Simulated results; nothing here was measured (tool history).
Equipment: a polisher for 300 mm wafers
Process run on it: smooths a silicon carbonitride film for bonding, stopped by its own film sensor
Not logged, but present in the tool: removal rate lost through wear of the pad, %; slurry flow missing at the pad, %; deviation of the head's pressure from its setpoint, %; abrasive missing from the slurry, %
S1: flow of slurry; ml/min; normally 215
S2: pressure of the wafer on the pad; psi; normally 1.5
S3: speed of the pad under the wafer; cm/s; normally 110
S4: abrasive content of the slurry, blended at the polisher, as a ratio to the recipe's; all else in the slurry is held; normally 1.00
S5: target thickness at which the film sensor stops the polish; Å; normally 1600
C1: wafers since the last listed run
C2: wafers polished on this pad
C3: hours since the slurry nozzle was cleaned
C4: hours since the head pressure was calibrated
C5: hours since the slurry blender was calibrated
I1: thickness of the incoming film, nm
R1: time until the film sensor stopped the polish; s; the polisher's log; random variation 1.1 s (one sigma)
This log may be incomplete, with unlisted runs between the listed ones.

Run 1, hour 0.0: usual settings; C1 0; C2 352; C3 355.0; C4 744.5; C5 115.7; I1 179.1. Result: R1 78.8 s.
Run 2, hour 45.1: usual settings; C1 249; C2 602; C3 400.1; C4 789.6; C5 160.8; I1 177.6. Result: R1 73.2 s.
At hour 81.3: worn pad replaced by a new one.
Run 3, hour 84.9: usual settings; C1 198; C2 20; C3 439.9; C4 829.4; C5 200.6; I1 182.4. Result: R1 91.8 s.
At hour 132.5: slurry blender recalibrated.
Run 4, hour 136.0: usual settings; C1 271; C2 291; C3 491.0; C4 880.5; C5 3.5; I1 182.7. Result: R1 92.8 s.
Run 5, hour 170.7: usual settings; C1 192; C2 484; C3 525.7; C4 915.2; C5 38.2; I1 181.9. Result: R1 90.0 s.
At hour 215.0: worn pad replaced by a new one.
Run 6, hour 236.0: usual settings; C1 339; C2 116; C3 591.0; C4 980.5; C5 103.5; I1 180.1. Result: R1 82.4 s.
At hour 254.7: slurry nozzle cleaned.
Run 7, hour 272.6: usual settings; C1 197; C2 313; C3 17.9; C4 1017.1; C5 140.1; I1 176.8. Result: R1 68.9 s.
Run 8, hour 300.2: usual settings but S4 1.20, S5 1640 Å; C1 152; C2 466; C3 45.5; C4 1044.7; C5 167.7; I1 179.8. Result: R1 60.7 s.
Run 9, hour 340.7: usual settings but S1 180 ml/min, S3 126 cm/s, S4 1.25, S5 1630 Å; C1 224; C2 690; C3 86.0; C4 1085.2; C5 208.2; I1 179.0. Result: R1 56.4 s.
At hour 345.0: worn pad replaced by a new one.
At hour 361.5: slurry blender recalibrated.
At hour 380.1: head pressure recalibrated.
Run 10, hour 406.6: usual settings but S1 165 ml/min, S2 1.1 psi; C1 320; C2 318; C3 151.9; C4 26.5; C5 45.1; I1 180.2. Result: R1 120.8 s.
Run 11, hour 441.9: usual settings; C1 195; C2 514; C3 187.2; C4 61.8; C5 80.4; I1 179.0. Result: R1 78.0 s.
At hour 480.8: worn pad replaced by a new one.
Run 12, hour 481.8: usual settings but S1 175 ml/min, S3 92 cm/s, S5 1670 Å; C1 198; C2 5; C3 227.1; C4 101.7; C5 120.3; I1 180.8. Result: R1 67.9 s.
Run 13, hour 514.4: usual settings but S1 280 ml/min, S2 1.7 psi, S4 0.90; C1 180; C2 185; C3 259.7; C4 134.3; C5 152.9; I1 181.3. Result: R1 76.8 s.

Run 14 has not been measured yet. What should we expect?
Run 14, hour 593.0: usual settings; C1 435; C2 621; C3 338.3; C4 212.9; C5 231.5; I1 179.9. Result: R1 ?.

{"run 14": {"R1": 81.0}}
Minus the tool's unlogged condition, the same run would have read R1 81.0 s.
